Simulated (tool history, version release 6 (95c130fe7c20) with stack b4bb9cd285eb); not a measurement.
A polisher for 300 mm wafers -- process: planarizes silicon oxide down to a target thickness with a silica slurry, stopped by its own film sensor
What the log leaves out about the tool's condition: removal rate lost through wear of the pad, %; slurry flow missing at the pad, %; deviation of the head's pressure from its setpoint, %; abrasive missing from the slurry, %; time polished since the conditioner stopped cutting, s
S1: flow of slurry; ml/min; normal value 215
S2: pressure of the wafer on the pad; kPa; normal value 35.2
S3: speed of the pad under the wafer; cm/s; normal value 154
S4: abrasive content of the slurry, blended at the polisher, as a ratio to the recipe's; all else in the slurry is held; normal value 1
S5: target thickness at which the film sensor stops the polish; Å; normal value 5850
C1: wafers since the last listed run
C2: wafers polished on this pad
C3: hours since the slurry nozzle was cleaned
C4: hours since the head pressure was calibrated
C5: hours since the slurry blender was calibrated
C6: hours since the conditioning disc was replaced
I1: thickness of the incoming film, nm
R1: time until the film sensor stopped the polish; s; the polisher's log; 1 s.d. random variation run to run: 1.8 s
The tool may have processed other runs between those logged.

run   hour   S1    S2   S3    S4    S5   C1    C2     C3      C4     C5     C6      I1     R1
  1      0  215  43.4  154     1  5850    0  1069  533.4  1280.1  250.7    4.6    1097  101.7
      15.4  -- slurry blender recalibrated
      16.3  -- worn pad replaced by a new one
      20.1  -- slurry nozzle cleaned
  2   33.1  215    40  154  1.05  5850  189   102     13  1313.2   17.7   37.7  1101.4  106.6
  3   55.3  215    40  154  1.05  5850  144   246   35.2  1335.4   39.9   59.9  1101.5  109.1
  4     77  215    40  154  1.05  5850  141   387   56.9  1357.1   61.6   81.6  1083.7    107
  5   94.4  215  35.2  154     1  5850  113   500   74.3  1374.5     79     99    1096    126
  6  169.2  215  35.2  154     1  5850  486   986  149.1  1449.3  153.8  173.8  1084.6  126.7
     187.6  -- worn pad replaced by a new one
  7  197.5  260  28.3  112  1.15  5850  157    64  177.4  1477.6  182.1  202.1  1085.8  183.9
  8  222.7  215  35.2  206  1.15  7400  163   227  202.6  1502.8  207.3  227.3  1080.2   66.3
  9  243.5  215  35.2  154     1  5850  135   363  223.4  1523.6  228.1  248.1  1093.4  136.2
 10  259.1  165  40.7  154  0.85  6740  101   464    239  1539.2  243.7  263.7  1092.6  107.2
     264.1  -- slurry blender recalibrated
 11  288.8  285    31  154     1  6630  179   644  268.7  1568.9   24.7  293.4  1102.9  131.3
 12  309.2  215  35.2  154     1  5850  132   777  289.1  1589.3   45.1  313.8  1090.1  134.1
 13  321.6  160  29.6  182  1.15  5850   80   857  301.5  1601.7   57.5  326.2  1086.8  137.4
     333.3  -- head pressure recalibrated
 14  343.7  215  35.2  172   0.9  5850  130   988  323.6    10.4   79.6  348.3    1107  122.9
       366  -- worn pad replaced by a new one
 15  366.5  215  28.3  154   1.2  7040  122     2  346.4    33.2  102.4  371.1  1079.4  100.8
 16  381.5  215  35.2  104     1  5850   97   100  361.4    48.2  117.4  386.1  1103.5  170.7
     401.3  -- conditioning disc replaced and pad reconditioned
 17  405.9  215  35.2  154     1  5850  145   246  385.8    72.6  141.8    4.6  1079.1  106.7
 18    437  240  45.5  108   1.1  5850  202   448  416.9   103.7  172.9   35.7  1083.7  103.8
 19  472.7  215  35.2  196     1  5850  231   680  452.6   139.4  208.6   71.4  1109.6   94.1
 20  499.3  215  35.2  154     1  5850  172   852  479.2     166  235.2     98  1068.1  107.9
     512.3  -- slurry blender recalibrated
 21  512.8  215  25.5  182   0.8  5850   74   927  492.7   179.5    0.5  111.5  1096.7  157.9
 22  526.5  215  35.2  124     1  5850   89  1016  506.4   193.2   14.2  125.2  1104.6  140.2
     538.7  -- worn pad replaced by a new one
 23  558.4  215  35.2  172   0.9  5850  181   128  538.3   225.1   46.1  157.1  1085.9  112.8
 24  573.3  195  35.2  126   1.2  6430   96   224  553.2     240     61    172  1091.1  112.2

Measured less the same run without the tool's hidden state. The same run-to-run variation is in both; the gauge's scatter may not be:
run     R1
  1  +11.8
  2  +13.4
  3  +14.5
  4  +15.1
  5  +17.8
  6  +20.6
  7  +27.1
  8    +13
  9  +24.9
 10  +21.1
 11  +24.5
 12  +26.8
 13  +27.9
 14  +14.8
 15   +9.8
 16    +15
 17   +0.7
 18   +1.9
 19   +3.7
 20   +4.6
 21   +6.8
 22   +6.4
 23   +7.7
 24   +6.7
